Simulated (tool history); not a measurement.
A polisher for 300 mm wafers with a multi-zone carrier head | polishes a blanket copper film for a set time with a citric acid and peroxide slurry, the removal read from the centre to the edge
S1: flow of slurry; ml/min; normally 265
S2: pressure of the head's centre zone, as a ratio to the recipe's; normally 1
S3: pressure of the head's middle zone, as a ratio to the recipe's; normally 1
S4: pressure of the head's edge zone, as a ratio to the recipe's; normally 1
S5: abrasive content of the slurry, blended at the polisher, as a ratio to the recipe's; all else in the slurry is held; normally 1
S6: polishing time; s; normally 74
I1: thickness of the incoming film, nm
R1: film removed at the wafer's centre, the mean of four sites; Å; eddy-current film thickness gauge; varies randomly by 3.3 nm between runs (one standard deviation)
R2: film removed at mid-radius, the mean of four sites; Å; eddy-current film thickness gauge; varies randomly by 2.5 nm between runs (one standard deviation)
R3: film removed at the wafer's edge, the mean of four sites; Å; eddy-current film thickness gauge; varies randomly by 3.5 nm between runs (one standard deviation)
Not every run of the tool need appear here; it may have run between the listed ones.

run 1 day=0 | S1=265 S2=1 S3=1 S4=1 S5=1 S6=74 | I1=614.3 | R1=2309 R2=2418 R3=2369
run 2 day=0.604 | S1=265 S2=1 S3=0.92 S4=0.94 S5=1 S6=90 | I1=629.4 | R1=2734 R2=2679 R3=2760
run 3 day=0.879 | S1=325 S2=1 S3=1.05 S4=0.96 S5=0.9 S6=74 | I1=616.4 | R1=2193 R2=2419 R3=2232
run 4 day=1.275 | S1=325 S2=1 S3=1 S4=1.11 S5=0.8 S6=96 | I1=613.7 | R1=2853 R2=2920 R3=3018
-- day=1.342 slurry nozzle cleaned
-- day=1.646 centre zone pressure recalibrated
run 5 day=1.917 | S1=265 S2=1.11 S3=1.07 S4=1 S5=1.2 S6=58 | I1=615.3 | R1=1928 R2=1895 R3=1790
-- day=2.746 worn pad replaced by a new one
run 6 day=2.767 | S1=265 S2=1 S3=1 S4=1 S5=1 S6=74 | I1=618.2 | R1=2405 R2=2497 R3=2472
run 7 day=2.925 | S1=265 S2=1 S3=1 S4=1 S5=1 S6=74 | I1=615.7 | R1=2403 R2=2502 R3=2493
run 8 day=3.462 | S1=305 S2=0.93 S3=1 S4=0.92 S5=1 S6=74 | I1=630.8 | R1=2122 R2=2485 R3=2328
run 9 day=4.125 | S1=175 S2=1 S3=1.08 S4=1 S5=1 S6=74 | I1=623.3 | R1=2247 R2=2455 R3=2282
run 10 day=4.808 | S1=345 S2=1 S3=1 S4=1 S5=0.9 S6=74 | I1=626.3 | R1=2222 R2=2348 R3=2294
run 11 day=5.442 | S1=340 S2=0.93 S3=1 S4=1 S5=1 S6=74 | I1=627 | R1=2066 R2=2356 R3=2335
-- day=5.688 edge zone pressure recalibrated
run 12 day=5.708 | S1=225 S2=1 S3=1 S4=1 S5=1 S6=74 | I1=623.5 | R1=2161 R2=2249 R3=2246
run 13 day=6.217 | S1=265 S2=1 S3=1 S4=1 S5=1 S6=74 | I1=625.4 | R1=2139 R2=2216 R3=2196
-- day=7.375 worn pad replaced by a new one
run 14 day=8.321 | S1=265 S2=1 S3=1 S4=1 S5=1 S6=74 | I1=618 | R1=2338 R2=2365 R3=2407
run 15 day=8.8 | S1=265 S2=0.94 S3=1 S4=0.92 S5=0.85 S6=56 | I1=618.3 | R1=1572 R2=1717 R3=1693
run 16 day=9.479 | S1=265 S2=1 S3=1 S4=1.07 S5=1 S6=74 | I1=611.7 | R1=2173 R2=2366 R3=2380
run 17 day=10.158 | S1=315 S2=1.08 S3=1 S4=1 S5=1.2 S6=95 | I1=611.5 | R1=3106 R2=3028 R3=2945
run 18 day=10.871 | S1=265 S2=0.92 S3=1.1 S4=1.05 S5=0.85 S6=74 | I1=606.1 | R1=1928 R2=2308 R3=2201
run 19 day=11.567 | S1=355 S2=1 S3=0.9 S4=1 S5=1 S6=50 | I1=621.6 | R1=1400 R2=1415 R3=1475
-- day=11.938 worn pad replaced by a new one
run 20 day=11.958 | S1=325 S2=1 S3=1 S4=1 S5=0.85 S6=74 | I1=619.7 | R1=2410 R2=2500 R3=2466

Predict each of these 5 candidate next runs independently; none follows another, all start after run 20:
run A day=11.975 | S1=265 S2=1 S3=1 S4=1 S5=1 S6=65 | I1=624.1 | R1=? R2=? R3=?
run B day=11.975 | S1=265 S2=1.08 S3=0.92 S4=1 S5=1 S6=62 | I1=624.1 | R1=? R2=? R3=?
run C day=11.975 | S1=350 S2=1 S3=1 S4=0.89 S5=1.2 S6=64 | I1=624.1 | R1=? R2=? R3=?
run D day=11.975 | S1=265 S2=1 S3=1 S4=0.94 S5=0.9 S6=74 | I1=624.1 | R1=? R2=? R3=?
run E day=11.975 | S1=175 S2=1.05 S3=1 S4=1 S5=1.1 S6=90 | I1=624.1 | R1=? R2=? R3=?

run=A R1=2155 R2=2165 R3=2221
run=B R1=2220 R2=1953 R3=2121
run=C R1=2232 R2=2239 R3=2165
run=D R1=2412 R2=2423 R3=2414
run=E R1=3087 R2=2961 R3=3060
With the hidden condition removed and each run's random variation left untouched, the same runs would have given:
run=A R1=2166 R2=2176 R3=2233
run=B R1=2232 R2=1964 R3=2132
run=C R1=2244 R2=2251 R3=2177
run=D R1=2425 R2=2436 R3=2427
run=E R1=3103 R2=2976 R3=3076
